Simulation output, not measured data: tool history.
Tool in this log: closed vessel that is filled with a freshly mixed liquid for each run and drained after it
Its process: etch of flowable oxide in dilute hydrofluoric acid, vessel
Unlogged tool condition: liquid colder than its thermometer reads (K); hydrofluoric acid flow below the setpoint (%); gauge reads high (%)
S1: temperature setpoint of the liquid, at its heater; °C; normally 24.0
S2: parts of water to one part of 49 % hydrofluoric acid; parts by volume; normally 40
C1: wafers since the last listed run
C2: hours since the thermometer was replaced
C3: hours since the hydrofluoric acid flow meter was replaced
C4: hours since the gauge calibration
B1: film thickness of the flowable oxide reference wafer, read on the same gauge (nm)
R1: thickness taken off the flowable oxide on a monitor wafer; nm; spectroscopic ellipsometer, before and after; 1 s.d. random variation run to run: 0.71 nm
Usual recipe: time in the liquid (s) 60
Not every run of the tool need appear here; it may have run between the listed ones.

run 1 hour=0.0 | S1=25.5 S2=40 time_in_the_liquid_(s)=60 | C1=0 C2=811.5 C3=10.0 C4=576.0 | B1=50.01 | R1=84.00
run 2 hour=38.8 | S1=24.0 S2=40 time_in_the_liquid_(s)=60 | C1=2975 C2=850.3 C3=48.8 C4=614.8 | B1=49.97 | R1=79.55
run 3 hour=110.4 | S1=24.0 S2=40 time_in_the_liquid_(s)=60 | C1=5490 C2=921.9 C3=120.4 C4=686.4 | B1=49.98 | R1=77.22
run 4 hour=306.0 | S1=24.0 S2=40 time_in_the_liquid_(s)=60 | C1=15000 C2=1117.5 C3=316.0 C4=882.0 | B1=49.98 | R1=74.68
run 5 hour=373.7 | S1=24.0 S2=40 time_in_the_liquid_(s)=60 | C1=5191 C2=1185.2 C3=383.7 C4=949.7 | B1=49.96 | R1=73.38
-- hour=427.9 hydrofluoric acid flow meter replaced
run 6 hour=430.6 | S1=24.0 S2=40 time_in_the_liquid_(s)=60 | C1=4286 C2=1242.1 C3=2.7 C4=1006.6 | B1=50.01 | R1=76.80
run 7 hour=492.5 | S1=24.0 S2=40 time_in_the_liquid_(s)=60 | C1=4747 C2=1304.0 C3=64.6 C4=1068.5 | B1=49.96 | R1=76.85
run 8 hour=557.1 | S1=24.0 S2=40 time_in_the_liquid_(s)=60 | C1=4954 C2=1368.6 C3=129.2 C4=1133.1 | B1=49.97 | R1=76.59
run 9 hour=613.8 | S1=24.0 S2=40 time_in_the_liquid_(s)=60 | C1=4348 C2=1425.3 C3=185.9 C4=1189.8 | B1=50.01 | R1=74.95
run 10 hour=666.1 | S1=24.0 S2=40 time_in_the_liquid_(s)=45 | C1=4010 C2=1477.6 C3=238.2 C4=1242.1 | B1=50.00 | R1=55.40
run 11 hour=706.3 | S1=24.0 S2=40 time_in_the_liquid_(s)=45 | C1=3082 C2=1517.8 C3=278.4 C4=1282.3 | B1=49.99 | R1=55.67
run 12 hour=736.7 | S1=24.0 S2=40 time_in_the_liquid_(s)=60 | C1=2331 C2=1548.2 C3=308.8 C4=1312.7 | B1=50.01 | R1=73.41
run 13 hour=799.7 | S1=25.5 S2=55 time_in_the_liquid_(s)=85 | C1=4831 C2=1611.2 C3=371.8 C4=1375.7 | B1=50.00 | R1=78.16
-- hour=821.3 hydrofluoric acid flow meter replaced
run 14 hour=867.6 | S1=25.5 S2=20 time_in_the_liquid_(s)=60 | C1=5130 C2=1679.1 C3=46.3 C4=1443.6 | B1=50.00 | R1=168.29
run 15 hour=930.4 | S1=24.0 S2=40 time_in_the_liquid_(s)=60 | C1=4816 C2=1741.9 C3=109.1 C4=1506.4 | B1=49.97 | R1=75.01
run 16 hour=976.9 | S1=24.0 S2=40 time_in_the_liquid_(s)=60 | C1=3566 C2=1788.4 C3=155.6 C4=1552.9 | B1=50.01 | R1=76.03
run 17 hour=1048.5 | S1=22.5 S2=25 time_in_the_liquid_(s)=30 | C1=5490 C2=1860.0 C3=227.2 C4=1624.5 | B1=50.01 | R1=56.72
-- hour=1051.7 thermometer replaced
run 18 hour=1076.8 | S1=21.5 S2=25 time_in_the_liquid_(s)=60 | C1=2093 C2=25.1 C3=255.5 C4=1652.8 | B1=50.00 | R1=112.75
run 19 hour=1113.1 | S1=24.0 S2=40 time_in_the_liquid_(s)=60 | C1=2783 C2=61.4 C3=291.8 C4=1689.1 | B1=50.00 | R1=76.69
run 20 hour=1137.6 | S1=24.0 S2=40 time_in_the_liquid_(s)=60 | C1=1878 C2=85.9 C3=316.3 C4=1713.6 | B1=50.00 | R1=76.04
run 21 hour=1164.6 | S1=24.0 S2=40 time_in_the_liquid_(s)=60 | C1=2070 C2=112.9 C3=343.3 C4=1740.6 | B1=50.02 | R1=76.73
run 22 hour=1218.3 | S1=29.0 S2=55 time_in_the_liquid_(s)=60 | C1=4118 C2=166.6 C3=397.0 C4=1794.3 | B1=50.00 | R1=64.05
-- hour=1277.5 hydrofluoric acid flow meter replaced
run 23 hour=1278.2 | S1=24.0 S2=40 time_in_the_liquid_(s)=60 | C1=4516 C2=226.5 C3=0.7 C4=1854.2 | B1=49.99 | R1=80.10
run 24 hour=1309.0 | S1=27.5 S2=55 time_in_the_liquid_(s)=35 | C1=2362 C2=257.3 C3=31.5 C4=1885.0 | B1=50.00 | R1=38.58
-- hour=1320.4 gauge calibrated
run 25 hour=1382.7 | S1=24.0 S2=40 time_in_the_liquid_(s)=70 | C1=5651 C2=331.0 C3=105.2 C4=62.3 | B1=49.99 | R1=90.04
run 26 hour=1417.1 | S1=19.5 S2=40 time_in_the_liquid_(s)=40 | C1=2638 C2=365.4 C3=139.6 C4=96.7 | B1=50.00 | R1=42.64
run 27 hour=1481.7 | S1=24.0 S2=40 time_in_the_liquid_(s)=60 | C1=4954 C2=430.0 C3=204.2 C4=161.3 | B1=50.05 | R1=75.16
run 28 hour=1524.2 | S1=19.5 S2=40 time_in_the_liquid_(s)=60 | C1=3259 C2=472.5 C3=246.7 C4=203.8 | B1=49.98 | R1=62.60
run 29 hour=1567.6 | S1=20.5 S2=50 time_in_the_liquid_(s)=85 | C1=3328 C2=515.9 C3=290.1 C4=247.2 | B1=50.00 | R1=71.76
run 30 hour=1702.5 | S1=28.5 S2=40 time_in_the_liquid_(s)=70 | C1=10345 C2=650.8 C3=425.0 C4=382.1 | B1=49.98 | R1=101.94
-- hour=1737.4 hydrofluoric acid flow meter replaced
run 31 hour=1739.6 | S1=28.5 S2=40 time_in_the_liquid_(s)=70 | C1=2768 C2=687.9 C3=2.2 C4=419.2 | B1=49.96 | R1=112.41
run 32 hour=1778.4 | S1=28.5 S2=25 time_in_the_liquid_(s)=75 | C1=2975 C2=726.7 C3=41.0 C4=458.0 | B1=50.01 | R1=194.61

5 options for the next run, each taken on its own from the tool as it stands now. Forecast them:
run A hour=1779.1 | S1=24.0 S2=40 time_in_the_liquid_(s)=60 | C1=53 C2=727.4 C3=41.7 C4=458.7 | B1=? | R1=?
run B hour=1779.1 | S1=19.5 S2=30 time_in_the_liquid_(s)=80 | C1=53 C2=727.4 C3=41.7 C4=458.7 | B1=? | R1=?
run C hour=1779.1 | S1=27.0 S2=30 time_in_the_liquid_(s)=60 | C1=53 C2=727.4 C3=41.7 C4=458.7 | B1=? | R1=?
run D hour=1779.1 | S1=28.5 S2=20 time_in_the_liquid_(s)=60 | C1=53 C2=727.4 C3=41.7 C4=458.7 | B1=? | R1=?
run E hour=1779.1 | S1=22.5 S2=40 time_in_the_liquid_(s)=60 | C1=53 C2=727.4 C3=41.7 C4=458.7 | B1=? | R1=?

run=A B1=49.99 R1=80.08
run=B B1=49.99 R1=119.00
run=C B1=49.99 R1=122.57
run=D B1=49.99 R1=198.55
run=E B1=49.99 R1=75.19
Take away the tool's hidden state, keep each run's random variation, and the runs would have read:
run=A R1=83.32
run=B R1=123.96
run=C R1=127.47
run=D R1=206.40
run=E R1=78.26
